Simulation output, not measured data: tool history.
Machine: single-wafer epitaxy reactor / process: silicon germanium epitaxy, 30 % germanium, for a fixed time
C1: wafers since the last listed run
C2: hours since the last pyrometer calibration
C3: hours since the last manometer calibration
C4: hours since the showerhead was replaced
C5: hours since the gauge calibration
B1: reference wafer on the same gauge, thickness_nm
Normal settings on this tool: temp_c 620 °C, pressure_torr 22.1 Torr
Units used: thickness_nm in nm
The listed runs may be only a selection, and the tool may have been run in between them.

{"run": 1, "hour": 0.0, "temp_c": 620, "pressure_torr": 22.1, "C1": 0, "C2": 529.5, "C3": 198.5, "C4": 5480.3, "C5": 1079.9, "B1": 80.023, "thickness_nm": 81.882}
{"run": 2, "hour": 89.2, "temp_c": 620, "pressure_torr": 22.1, "C1": 1706, "C2": 618.7, "C3": 287.7, "C4": 5569.5, "C5": 1169.1, "B1": 79.958, "thickness_nm": 81.197}
{"run": 3, "hour": 155.5, "temp_c": 620, "pressure_torr": 22.1, "C1": 1268, "C2": 685, "C3": 354, "C4": 5635.8, "C5": 1235.4, "B1": 79.966, "thickness_nm": 81.133}
{"run": 4, "hour": 193.8, "temp_c": 620, "pressure_torr": 22.1, "C1": 732, "C2": 723.3, "C3": 392.3, "C4": 5674.1, "C5": 1273.7, "B1": 80.006, "thickness_nm": 80.537}
{"run": 5, "hour": 255.2, "temp_c": 629, "pressure_torr": 22.1, "C1": 1174, "C2": 784.7, "C3": 453.7, "C4": 5735.5, "C5": 1335.1, "B1": 79.945, "thickness_nm": 96.729}
{"run": 6, "hour": 327.6, "temp_c": 620, "pressure_torr": 22.1, "C1": 1385, "C2": 857.1, "C3": 526.1, "C4": 5807.9, "C5": 1407.5, "B1": 80.107, "thickness_nm": 80.879}
{"run": 7, "hour": 397.5, "temp_c": 620, "pressure_torr": 22.1, "C1": 1337, "C2": 927, "C3": 596, "C4": 5877.8, "C5": 1477.4, "B1": 79.901, "thickness_nm": 81.053}
{"run": 8, "hour": 505.4, "temp_c": 620, "pressure_torr": 22.1, "C1": 2064, "C2": 1034.9, "C3": 703.9, "C4": 5985.7, "C5": 1585.3, "B1": 80.03, "thickness_nm": 82.163}
{"run": 9, "hour": 601.5, "temp_c": 620, "pressure_torr": 22.1, "C1": 1838, "C2": 1131, "C3": 800, "C4": 6081.8, "C5": 1681.4, "B1": 79.961, "thickness_nm": 81.736}
{"run": 10, "hour": 702.7, "temp_c": 616, "pressure_torr": 22.1, "C1": 1936, "C2": 1232.2, "C3": 901.2, "C4": 6183, "C5": 1782.6, "B1": 79.99, "thickness_nm": 74.173}
{"hour": 759.5, "done": "capacitance manometer re-zeroed and calibrated"}
{"run": 11, "hour": 780.7, "temp_c": 616, "pressure_torr": 22.1, "C1": 1339, "C2": 1310.2, "C3": 21.2, "C4": 6261, "C5": 1860.6, "B1": 80.042, "thickness_nm": 75.084}
{"hour": 799.1, "done": "pyrometer calibrated"}
{"run": 12, "hour": 859.2, "temp_c": 616, "pressure_torr": 22.1, "C1": 1349, "C2": 60.1, "C3": 99.7, "C4": 6339.5, "C5": 1939.1, "B1": 80.07, "thickness_nm": 75.237}
{"run": 13, "hour": 956.5, "temp_c": 620, "pressure_torr": 22.1, "C1": 1861, "C2": 157.4, "C3": 197, "C4": 6436.8, "C5": 2036.4, "B1": 79.929, "thickness_nm": 81.537}
{"run": 14, "hour": 1055.6, "temp_c": 620, "pressure_torr": 22.1, "C1": 1896, "C2": 256.5, "C3": 296.1, "C4": 6535.9, "C5": 2135.5, "B1": 80.019, "thickness_nm": 80.727}
{"run": 15, "hour": 1129.2, "temp_c": 620, "pressure_torr": 22.1, "C1": 1408, "C2": 330.1, "C3": 369.7, "C4": 6609.5, "C5": 2209.1, "B1": 79.981, "thickness_nm": 81.691}
{"run": 16, "hour": 1193.0, "temp_c": 620, "pressure_torr": 22.1, "C1": 1220, "C2": 393.9, "C3": 433.5, "C4": 6673.3, "C5": 2272.9, "B1": 80.029, "thickness_nm": 81.077}
{"run": 17, "hour": 1248.1, "temp_c": 620, "pressure_torr": 24.9, "C1": 1054, "C2": 449, "C3": 488.6, "C4": 6728.4, "C5": 2328, "B1": 79.977, "thickness_nm": 86.258}
{"run": 18, "hour": 1311.6, "temp_c": 620, "pressure_torr": 24.2, "C1": 1215, "C2": 512.5, "C3": 552.1, "C4": 6791.9, "C5": 2391.5, "B1": 80.048, "thickness_nm": 84.605}
{"run": 19, "hour": 1348.4, "temp_c": 627, "pressure_torr": 22.1, "C1": 704, "C2": 549.3, "C3": 588.9, "C4": 6828.7, "C5": 2428.3, "B1": 80.023, "thickness_nm": 93.514}
{"hour": 1386.4, "done": "showerhead replaced"}
{"run": 20, "hour": 1448.2, "temp_c": 616, "pressure_torr": 25, "C1": 1756, "C2": 649.1, "C3": 688.7, "C4": 61.8, "C5": 2528.1, "B1": 79.966, "thickness_nm": 79.452}
{"hour": 1481.7, "done": "gauge calibrated"}
{"run": 21, "hour": 1547.8, "temp_c": 620, "pressure_torr": 24.5, "C1": 1905, "C2": 748.7, "C3": 788.3, "C4": 161.4, "C5": 66.1, "B1": 80.001, "thickness_nm": 84.838}
{"run": 22, "hour": 1618.0, "temp_c": 632, "pressure_torr": 20.1, "C1": 1343, "C2": 818.9, "C3": 858.5, "C4": 231.6, "C5": 136.3, "B1": 79.934, "thickness_nm": 98.463}
{"hour": 1697.6, "done": "capacitance manometer re-zeroed and calibrated"}
{"run": 23, "hour": 1717.3, "temp_c": 620, "pressure_torr": 22.1, "C1": 1747, "C2": 918.2, "C3": 19.7, "C4": 330.9, "C5": 235.6, "B1": 80.013, "thickness_nm": 80.348}
{"run": 24, "hour": 1766.2, "temp_c": 620, "pressure_torr": 20.3, "C1": 935, "C2": 967.1, "C3": 68.6, "C4": 379.8, "C5": 284.5, "B1": 80.06, "thickness_nm": 78.591}
{"run": 25, "hour": 1842.0, "temp_c": 634, "pressure_torr": 18, "C1": 1450, "C2": 1042.9, "C3": 144.4, "C4": 455.6, "C5": 360.3, "B1": 79.975, "thickness_nm": 97.056}
{"run": 26, "hour": 1939.2, "temp_c": 620, "pressure_torr": 18.1, "C1": 1860, "C2": 1140.1, "C3": 241.6, "C4": 552.8, "C5": 457.5, "B1": 79.987, "thickness_nm": 74.16}
{"hour": 1964.0, "done": "pyrometer calibrated"}
{"run": 27, "hour": 1988.4, "temp_c": 620, "pressure_torr": 22.1, "C1": 788, "C2": 24.4, "C3": 290.8, "C4": 602, "C5": 506.7, "B1": 79.947, "thickness_nm": 82.063}
{"run": 28, "hour": 2089.7, "temp_c": 620, "pressure_torr": 22.1, "C1": 1938, "C2": 125.7, "C3": 392.1, "C4": 703.3, "C5": 608, "B1": 80.045, "thickness_nm": 81.228}
{"run": 29, "hour": 2160.9, "temp_c": 629, "pressure_torr": 22.1, "C1": 1362, "C2": 196.9, "C3": 463.3, "C4": 774.5, "C5": 679.2, "B1": 80.005, "thickness_nm": 96.527}
{"run": 30, "hour": 2251.6, "temp_c": 620, "pressure_torr": 24.4, "C1": 1735, "C2": 287.6, "C3": 554, "C4": 865.2, "C5": 769.9, "B1": 80.013, "thickness_nm": 85.177}
{"run": 31, "hour": 2293.5, "temp_c": 629, "pressure_torr": 16.9, "C1": 801, "C2": 329.5, "C3": 595.9, "C4": 907.1, "C5": 811.8, "B1": 79.928, "thickness_nm": 86.734}
{"run": 32, "hour": 2333.8, "temp_c": 628, "pressure_torr": 24.2, "C1": 771, "C2": 369.8, "C3": 636.2, "C4": 947.4, "C5": 852.1, "B1": 79.857, "thickness_nm": 99.662}
{"run": 33, "hour": 2480.7, "temp_c": 607, "pressure_torr": 27.6, "C1": 2811, "C2": 516.7, "C3": 783.1, "C4": 1094.3, "C5": 999, "B1": 80.004, "thickness_nm": 68.647}

Across each entry between runs, compare the hidden state at the last listed run before it with the hidden state at the first listed run after it:
Logged between run 10 and run 11: capacitance manometer re-zeroed and calibrated (hour 759.5)
  both runs share identical hidden conditions
Logged between run 11 and run 12: pyrometer calibrated (hour 799.1)
  both runs share identical hidden conditions
Logged between run 19 and run 20: showerhead replaced (hour 1386.4)
  both runs share identical hidden conditions
Logged between run 20 and run 21: gauge calibrated (hour 1481.7)
  both runs share identical hidden conditions
Logged between run 22 and run 23: capacitance manometer re-zeroed and calibrated (hour 1697.6)
  both runs share identical hidden conditions
Logged between run 26 and run 27: pyrometer calibrated (hour 1964)
  both runs share identical hidden conditions
